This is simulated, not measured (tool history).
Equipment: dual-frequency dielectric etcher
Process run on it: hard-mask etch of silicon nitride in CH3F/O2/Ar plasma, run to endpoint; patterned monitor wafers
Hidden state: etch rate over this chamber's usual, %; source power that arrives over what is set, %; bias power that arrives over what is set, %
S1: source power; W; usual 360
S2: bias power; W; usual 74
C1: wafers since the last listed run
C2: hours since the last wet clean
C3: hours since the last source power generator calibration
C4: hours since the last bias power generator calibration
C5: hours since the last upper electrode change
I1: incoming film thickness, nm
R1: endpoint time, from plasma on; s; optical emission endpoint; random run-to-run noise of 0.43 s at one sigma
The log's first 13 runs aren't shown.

Run 14, hour 320.6: usual settings; C1 282; C2 554.9; C3 51.6; C4 1533.4; C5 3896.2; I1 52.5. Result: R1 77.2 s.
Run 15, hour 344.8: usual settings; C1 342; C2 579.1; C3 75.8; C4 1557.6; C5 3920.4; I1 51.9. Result: R1 76.5 s.
Run 16, hour 379.5: usual settings; C1 490; C2 613.8; C3 110.5; C4 1592.3; C5 3955.1; I1 52.0. Result: R1 76.4 s.
At hour 401.8: bias power generator calibrated.
Run 17, hour 402.3: usual settings but S1 310 W, S2 60 W; C1 265; C2 636.6; C3 133.3; C4 0.5; C5 3977.9; I1 52.8. Result: R1 86.6 s.
Run 18, hour 418.3: usual settings but S1 430 W, S2 59 W; C1 226; C2 652.6; C3 149.3; C4 16.5; C5 3993.9; I1 53.0. Result: R1 78.1 s.
At hour 451.5: upper electrode replaced.
Run 19, hour 457.9: usual settings but S1 440 W, S2 89 W; C1 220; C2 692.2; C3 188.9; C4 56.1; C5 6.4; I1 52.4. Result: R1 67.6 s.
At hour 483.7: wet clean of the chamber.
Run 20, hour 484.2: usual settings but S1 320 W, S2 59 W; C1 32; C2 0.5; C3 215.2; C4 82.4; C5 32.7; I1 52.7. Result: R1 88.8 s.
Run 21, hour 489.9: usual settings but S1 320 W, S2 58 W; C1 80; C2 6.2; C3 220.9; C4 88.1; C5 38.4; I1 52.3. Result: R1 88.2 s.
Run 22, hour 520.4: usual settings; C1 431; C2 36.7; C3 251.4; C4 118.6; C5 68.9; I1 52.1. Result: R1 79.0 s.
Run 23, hour 554.1: usual settings; C1 476; C2 70.4; C3 285.1; C4 152.3; C5 102.6; I1 52.6. Result: R1 80.2 s.
Run 24, hour 566.8: usual settings but S1 280 W, S2 58 W; C1 179; C2 83.1; C3 297.8; C4 165.0; C5 115.3; I1 53.1. Result: R1 93.8 s.
Run 25, hour 589.1: usual settings but S1 300 W, S2 88 W; C1 315; C2 105.4; C3 320.1; C4 187.3; C5 137.6; I1 52.0. Result: R1 79.6 s.
Run 26, hour 624.3: usual settings but S1 290 W; C1 497; C2 140.6; C3 355.3; C4 222.5; C5 172.8; I1 52.0. Result: R1 83.9 s.
Run 27, hour 659.9: usual settings but S1 430 W; C1 503; C2 176.2; C3 390.9; C4 258.1; C5 208.4; I1 52.3. Result: R1 74.4 s.
Run 28, hour 689.5: usual settings but S1 410 W, S2 90 W; C1 418; C2 205.8; C3 420.5; C4 287.7; C5 238.0; I1 52.3. Result: R1 71.5 s.
Run 29, hour 709.6: usual settings but S1 440 W, S2 59 W; C1 284; C2 225.9; C3 440.6; C4 307.8; C5 258.1; I1 51.8. Result: R1 78.4 s.
Run 30, hour 730.1: usual settings; C1 289; C2 246.4; C3 461.1; C4 328.3; C5 278.6; I1 52.2. Result: R1 78.7 s.
Run 31, hour 750.4: usual settings; C1 287; C2 266.7; C3 481.4; C4 348.6; C5 298.9; I1 52.0. Result: R1 77.2 s.
Run 32, hour 783.2: usual settings but S2 61 W; C1 463; C2 299.5; C3 514.2; C4 381.4; C5 331.7; I1 51.8. Result: R1 81.8 s.
Run 33, hour 797.6: usual settings but S1 290 W; C1 203; C2 313.9; C3 528.6; C4 395.8; C5 346.1; I1 52.8. Result: R1 83.9 s.

Below are 5 alternative next runs, each starting from the tool's condition after run 33. Predict each:
Run A, hour 798.0: usual settings but S2 66 W; C1 5; C2 314.3; C3 529.0; C4 396.2; C5 346.5; I1 52.4. Result: R1 ?.
Run B, hour 798.0: usual settings but S1 280 W, S2 84 W; C1 5; C2 314.3; C3 529.0; C4 396.2; C5 346.5; I1 52.4. Result: R1 ?.
Run C, hour 798.0: usual settings but S1 400 W, S2 87 W; C1 5; C2 314.3; C3 529.0; C4 396.2; C5 346.5; I1 52.4. Result: R1 ?.
Run D, hour 798.0: usual settings but S1 320 W, S2 81 W; C1 5; C2 314.3; C3 529.0; C4 396.2; C5 346.5; I1 52.4. Result: R1 ?.
Run E, hour 798.0: usual settings but S1 390 W, S2 69 W; C1 5; C2 314.3; C3 529.0; C4 396.2; C5 346.5; I1 52.4. Result: R1 ?.

run    R1
  A  81.0
  B  81.7
  C  72.3
  D  79.3
  E  77.9
With the hidden condition removed and each run's random variation left untouched, the same runs would have given:
run    R1
  A  83.2
  B  84.0
  C  74.3
  D  81.5
  E  80.1
